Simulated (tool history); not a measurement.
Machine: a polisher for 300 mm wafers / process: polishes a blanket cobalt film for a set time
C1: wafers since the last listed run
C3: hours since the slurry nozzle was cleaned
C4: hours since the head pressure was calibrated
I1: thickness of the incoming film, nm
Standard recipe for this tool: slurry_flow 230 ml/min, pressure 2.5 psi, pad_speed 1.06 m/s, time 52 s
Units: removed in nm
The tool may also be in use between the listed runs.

Run 1, hour 0.0: usual settings but slurry_flow 200 ml/min; C1 0; wafers polished on this pad 423; C3 434.9; C4 226.5; I1 1002.5. Result: removed 386.6 nm.
Run 2, hour 32.9: usual settings but slurry_flow 200 ml/min; C1 393; wafers polished on this pad 816; C3 467.8; C4 259.4; I1 981.3. Result: removed 401.8 nm.
At hour 46.6: slurry nozzle cleaned.
Run 3, hour 100.1: usual settings but slurry_flow 200 ml/min; C1 790; wafers polished on this pad 1607; C3 53.5; C4 326.6; I1 1005.7. Result: removed 396.8 nm.
Run 4, hour 131.8: usual settings; C1 378; wafers polished on this pad 1986; C3 85.2; C4 358.3; I1 999.3. Result: removed 414.5 nm.
At hour 163.1: head pressure recalibrated.
Run 5, hour 163.6: usual settings; C1 356; wafers polished on this pad 2342; C3 117.0; C4 0.5; I1 974.0. Result: removed 384.7 nm.
Run 6, hour 210.0: usual settings; C1 554; wafers polished on this pad 2896; C3 163.4; C4 46.9; I1 1009.3. Result: removed 386.6 nm.
Run 7, hour 239.9: usual settings; C1 357; wafers polished on this pad 3254; C3 193.3; C4 76.8; I1 987.9. Result: removed 397.8 nm.
At hour 296.0: worn pad replaced by a new one.
Run 8, hour 306.9: usual settings; C1 752; wafers polished on this pad 130; C3 260.3; C4 143.8; I1 973.1. Result: removed 393.6 nm.
Run 9, hour 331.3: usual settings; C1 291; wafers polished on this pad 422; C3 284.7; C4 168.2; I1 972.2. Result: removed 398.6 nm.
Run 10, hour 370.8: usual settings but slurry_flow 250 ml/min, pressure 1.8 psi; C1 471; wafers polished on this pad 894; C3 324.2; C4 207.7; I1 997.9. Result: removed 294.8 nm.
Run 11, hour 441.1: usual settings but slurry_flow 250 ml/min, pressure 1.8 psi; C1 839; wafers polished on this pad 1734; C3 394.5; C4 278.0; I1 971.2. Result: removed 298.0 nm.
Run 12, hour 512.0: usual settings but slurry_flow 250 ml/min, pressure 1.8 psi; C1 847; wafers polished on this pad 2581; C3 465.4; C4 348.9; I1 981.6. Result: removed 307.7 nm.
At hour 561.5: slurry nozzle cleaned.
Run 13, hour 562.3: usual settings but pad_speed 0.88 m/s; C1 589; wafers polished on this pad 3170; C3 0.8; C4 399.2; I1 989.5. Result: removed 351.1 nm.
At hour 595.1: head pressure recalibrated.
Run 14, hour 614.0: usual settings but pad_speed 0.88 m/s; C1 593; wafers polished on this pad 3764; C3 52.5; C4 18.9; I1 988.0. Result: removed 305.2 nm.
Run 15, hour 653.0: usual settings but pad_speed 0.88 m/s; C1 465; wafers polished on this pad 4230; C3 91.5; C4 57.9; I1 986.8. Result: removed 307.0 nm.
At hour 677.6: worn pad replaced by a new one.
Run 16, hour 706.0: usual settings; C1 585; wafers polished on this pad 339; C3 144.5; C4 110.9; I1 972.6. Result: removed 375.5 nm.
Run 17, hour 747.9: usual settings; C1 500; wafers polished on this pad 840; C3 186.4; C4 152.8; I1 992.9. Result: removed 378.7 nm.
Run 18, hour 782.1: usual settings; C1 408; wafers polished on this pad 1248; C3 220.6; C4 187.0; I1 986.8. Result: removed 385.1 nm.
Run 19, hour 821.6: usual settings but slurry_flow 170 ml/min, pad_speed 1.22 m/s; C1 471; wafers polished on this pad 1720; C3 260.1; C4 226.5; I1 969.9. Result: removed 445.4 nm.
Run 20, hour 877.6: usual settings but pad_speed 0.84 m/s; C1 669; wafers polished on this pad 2389; C3 316.1; C4 282.5; I1 994.3. Result: removed 313.3 nm.
Run 21, hour 937.5: usual settings but slurry_flow 170 ml/min, pad_speed 1.22 m/s; C1 715; wafers polished on this pad 3105; C3 376.0; C4 342.4; I1 990.7. Result: removed 454.7 nm.
At hour 977.3: head pressure recalibrated.
Run 22, hour 991.0: usual settings but pressure 3.1 psi, pad_speed 0.74 m/s, time 61 s; C1 615; wafers polished on this pad 3720; C3 429.5; C4 13.7; I1 980.6. Result: removed 378.8 nm.
At hour 1078.0: slurry nozzle cleaned.
Run 23, hour 1084.3: usual settings but slurry_flow 195 ml/min, pad_speed 0.70 m/s, time 61 s; C1 1102; wafers polished on this pad 4823; C3 6.3; C4 107.0; I1 983.1. Result: removed 286.6 nm.
At hour 1104.2: worn pad replaced by a new one.
Run 24, hour 1132.8: usual settings but pad_speed 1.32 m/s, time 66 s; C1 531; wafers polished on this pad 342; C3 54.8; C4 155.5; I1 989.9. Result: removed 611.5 nm.
Run 25, hour 1163.3: usual settings but pressure 2.7 psi, pad_speed 0.70 m/s, time 65 s; C1 364; wafers polished on this pad 706; C3 85.3; C4 186.0; I1 987.9. Result: removed 340.9 nm.
At hour 1355.6: head pressure recalibrated.
Run 26, hour 1377.4: usual settings but pad_speed 0.88 m/s; C1 2534; wafers polished on this pad 3240; C3 299.4; C4 21.8; I1 986.7. Result: removed 305.5 nm.
Run 27, hour 1401.5: usual settings; C1 287; wafers polished on this pad 3528; C3 323.5; C4 45.9; I1 1001.0. Result: removed 371.8 nm.
Run 28, hour 1431.7: usual settings but pressure 1.7 psi; C1 360; wafers polished on this pad 3889; C3 353.7; C4 76.1; I1 985.7. Result: removed 258.2 nm.
At hour 1449.9: worn pad replaced by a new one.
Run 29, hour 1482.1: usual settings; C1 554; wafers polished on this pad 384; C3 404.1; C4 126.5; I1 986.0. Result: removed 387.0 nm.
At hour 1485.7: slurry nozzle cleaned.
Run 30, hour 1525.9: usual settings but slurry_flow 170 ml/min, pressure 2.0 psi, time 41 s; C1 511; wafers polished on this pad 895; C3 40.2; C4 170.3; I1 1000.9. Result: removed 237.3 nm.
Run 31, hour 1593.7: usual settings but pressure 3.1 psi, pad_speed 0.74 m/s, time 61 s; C1 810; wafers polished on this pad 1705; C3 108.0; C4 238.1; I1 990.1. Result: removed 406.4 nm.
Run 32, hour 1629.6: usual settings; C1 428; wafers polished on this pad 2134; C3 143.9; C4 274.0; I1 989.0. Result: removed 405.3 nm.
Run 33, hour 1666.1: usual settings; C1 436; wafers polished on this pad 2570; C3 180.4; C4 310.5; I1 1004.6. Result: removed 410.4 nm.
At hour 1676.3: head pressure recalibrated.
Run 34, hour 1697.3: usual settings but slurry_flow 305 ml/min, pressure 3.1 psi, pad_speed 1.16 m/s, time 44 s; C1 348; wafers polished on this pad 2919; C3 211.6; C4 21.0; I1 1009.4. Result: removed 437.3 nm.
Run 35, hour 1762.6: usual settings but slurry_flow 195 ml/min, pad_speed 0.70 m/s, time 61 s; C1 780; wafers polished on this pad 3700; C3 276.9; C4 86.3; I1 995.0. Result: removed 292.3 nm.
Run 36, hour 1830.0: usual settings but slurry_flow 275 ml/min, pressure 3.4 psi, pad_speed 0.82 m/s, time 70 s; C1 805; wafers polished on this pad 4505; C3 344.3; C4 153.7; I1 980.4. Result: removed 565.2 nm.
At hour 1878.7: worn pad replaced by a new one.
Run 37, hour 1886.4: usual settings but slurry_flow 175 ml/min, time 70 s; C1 626; wafers polished on this pad 91; C3 400.7; C4 210.1; I1 999.3. Result: removed 522.1 nm.

What the log doesn't show, run by run:
removal rate lost through wear of the pad, %: 0 on each run
slurry flow missing at the pad, %: 0 on each run
H1: deviation of the head's pressure from its setpoint, %
run      H1
  1    8.03
  2    9.08
  3    11.2
  4    12.2
  5    2.47
  6    3.95
  7     4.9
  8    7.03
  9    7.81
 10    9.06
 11    11.3
 12    13.6
 13    15.2
 14  -0.803
 15   0.437
 16    2.12
 17    3.46
 18    4.54
 19     5.8
 20    7.58
 21    9.49
 22  0.0567
 23    3.02
 24    4.57
 25    5.54
 26   0.968
 27    1.73
 28    2.69
 29     4.3
 30    5.69
 31    7.85
 32    8.99
 33    10.1
 34   0.997
 35    3.07
 36    5.22
 37    7.01
